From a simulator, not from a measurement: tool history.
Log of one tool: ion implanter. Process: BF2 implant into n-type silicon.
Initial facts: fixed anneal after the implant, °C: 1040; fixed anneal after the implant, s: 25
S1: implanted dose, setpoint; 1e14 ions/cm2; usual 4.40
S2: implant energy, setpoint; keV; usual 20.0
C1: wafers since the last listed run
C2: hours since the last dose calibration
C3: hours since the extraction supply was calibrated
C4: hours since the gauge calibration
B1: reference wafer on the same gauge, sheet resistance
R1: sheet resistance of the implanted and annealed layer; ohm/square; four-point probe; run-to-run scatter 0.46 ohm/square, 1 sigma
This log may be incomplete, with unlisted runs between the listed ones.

{"run": 1, "day": 0.0, "S1": 4.4, "S2": 21.5, "C1": 0, "C2": 1159.9, "C3": 5196.0, "C4": 9.2, "B1": 295.2, "R1": 282.02}
{"run": 2, "day": 0.292, "S1": 4.4, "S2": 21.5, "C1": 116, "C2": 1166.9, "C3": 5203.0, "C4": 16.2, "B1": 294.91, "R1": 282.04}
{"run": 3, "day": 0.567, "S1": 4.4, "S2": 20.0, "C1": 109, "C2": 1173.5, "C3": 5209.6, "C4": 22.8, "B1": 295.0, "R1": 284.14}
{"run": 4, "day": 0.975, "S1": 4.4, "S2": 20.0, "C1": 162, "C2": 1183.3, "C3": 5219.4, "C4": 32.6, "B1": 295.24, "R1": 283.74}
{"run": 5, "day": 1.629, "S1": 4.4, "S2": 20.0, "C1": 260, "C2": 1199.0, "C3": 5235.1, "C4": 48.3, "B1": 294.97, "R1": 284.07}
{"run": 6, "day": 1.879, "S1": 4.4, "S2": 20.0, "C1": 99, "C2": 1205.0, "C3": 5241.1, "C4": 54.3, "B1": 294.93, "R1": 284.12}
{"run": 7, "day": 2.279, "S1": 4.4, "S2": 20.0, "C1": 159, "C2": 1214.6, "C3": 5250.7, "C4": 63.9, "B1": 294.96, "R1": 284.17}
{"run": 8, "day": 2.579, "S1": 4.4, "S2": 20.0, "C1": 119, "C2": 1221.8, "C3": 5257.9, "C4": 71.1, "B1": 295.01, "R1": 283.58}
{"run": 9, "day": 3.0, "S1": 5.15, "S2": 20.0, "C1": 167, "C2": 1231.9, "C3": 5268.0, "C4": 81.2, "B1": 295.03, "R1": 249.37}
{"run": 10, "day": 3.388, "S1": 5.15, "S2": 20.0, "C1": 154, "C2": 1241.2, "C3": 5277.3, "C4": 90.5, "B1": 294.95, "R1": 249.09}
{"run": 11, "day": 3.871, "S1": 5.15, "S2": 20.0, "C1": 192, "C2": 1252.8, "C3": 5288.9, "C4": 102.1, "B1": 294.78, "R1": 249.27}
{"run": 12, "day": 4.2, "S1": 3.41, "S2": 20.0, "C1": 131, "C2": 1260.7, "C3": 5296.8, "C4": 110.0, "B1": 295.1, "R1": 353.86}
{"run": 13, "day": 4.788, "S1": 3.8, "S2": 20.0, "C1": 234, "C2": 1274.8, "C3": 5310.9, "C4": 124.1, "B1": 295.03, "R1": 322.24}
{"run": 14, "day": 5.375, "S1": 5.62, "S2": 17.5, "C1": 234, "C2": 1288.9, "C3": 5325.0, "C4": 138.2, "B1": 294.8, "R1": 236.64}
{"day": 6.142, "done": "Faraday cup replaced and dose calibrated"}
{"run": 15, "day": 6.162, "S1": 5.16, "S2": 26.0, "C1": 181, "C2": 0.5, "C3": 5343.9, "C4": 157.1, "B1": 295.08, "R1": 247.46}
{"run": 16, "day": 6.575, "S1": 4.4, "S2": 20.0, "C1": 164, "C2": 10.4, "C3": 5353.8, "C4": 167.0, "B1": 295.12, "R1": 290.69}
{"run": 17, "day": 6.9, "S1": 4.04, "S2": 15.0, "C1": 129, "C2": 18.2, "C3": 5361.6, "C4": 174.8, "B1": 295.15, "R1": 322.07}
{"day": 7.633, "done": "extraction supply calibrated"}
{"run": 18, "day": 7.654, "S1": 5.15, "S2": 20.0, "C1": 167, "C2": 36.3, "C3": 0.5, "C4": 192.9, "B1": 295.07, "R1": 254.29}
{"run": 19, "day": 7.867, "S1": 4.02, "S2": 15.0, "C1": 84, "C2": 41.4, "C3": 5.6, "C4": 198.0, "B1": 294.91, "R1": 323.46}
{"day": 7.917, "done": "gauge calibrated"}
{"day": 8.2, "done": "Faraday cup replaced and dose calibrated, repeated, since the last time left the tool worse"}
{"run": 20, "day": 8.55, "S1": 3.74, "S2": 25.0, "C1": 139, "C2": 8.4, "C3": 22.0, "C4": 15.2, "B1": 295.02, "R1": 310.65}
{"run": 21, "day": 9.162, "S1": 5.21, "S2": 22.0, "C1": 244, "C2": 23.1, "C3": 36.7, "C4": 29.9, "B1": 295.17, "R1": 237.53}
{"run": 22, "day": 9.862, "S1": 4.4, "S2": 20.0, "C1": 279, "C2": 39.9, "C3": 53.5, "C4": 46.7, "B1": 295.08, "R1": 276.68}
{"run": 23, "day": 10.471, "S1": 5.16, "S2": 20.0, "C1": 242, "C2": 54.5, "C3": 68.1, "C4": 61.3, "B1": 294.71, "R1": 242.95}
{"run": 24, "day": 10.95, "S1": 5.22, "S2": 13.5, "C1": 191, "C2": 66.0, "C3": 79.6, "C4": 72.8, "B1": 294.95, "R1": 253.34}
{"run": 25, "day": 11.692, "S1": 5.06, "S2": 14.0, "C1": 295, "C2": 83.8, "C3": 97.4, "C4": 90.6, "B1": 294.91, "R1": 258.56}

Predict each of these 5 candidate next runs independently; none follows another, all start after run 25:
{"run": "A", "day": 11.708, "S1": 4.4, "S2": 26.5, "C1": 6, "C2": 84.2, "C3": 97.8, "C4": 91.0, "B1": "?", "R1": "?"}
{"run": "B", "day": 11.708, "S1": 4.4, "S2": 22.5, "C1": 6, "C2": 84.2, "C3": 97.8, "C4": 91.0, "B1": "?", "R1": "?"}
{"run": "C", "day": 11.708, "S1": 4.97, "S2": 24.0, "C1": 6, "C2": 84.2, "C3": 97.8, "C4": 91.0, "B1": "?", "R1": "?"}
{"run": "D", "day": 11.708, "S1": 4.4, "S2": 13.5, "C1": 6, "C2": 84.2, "C3": 97.8, "C4": 91.0, "B1": "?", "R1": "?"}
{"run": "E", "day": 11.708, "S1": 4.4, "S2": 15.5, "C1": 6, "C2": 84.2, "C3": 97.8, "C4": 91.0, "B1": "?", "R1": "?"}

run=A B1=294.99 R1=270.57
run=B B1=294.99 R1=274.36
run=C B1=294.99 R1=246.22
run=D B1=294.99 R1=290.23
run=E B1=294.99 R1=285.10
Take away the tool's hidden state, keep each run's random variation, and the runs would have read:
run=A R1=268.75
run=B R1=272.52
run=C R1=244.58
run=D R1=288.39
run=E R1=283.26
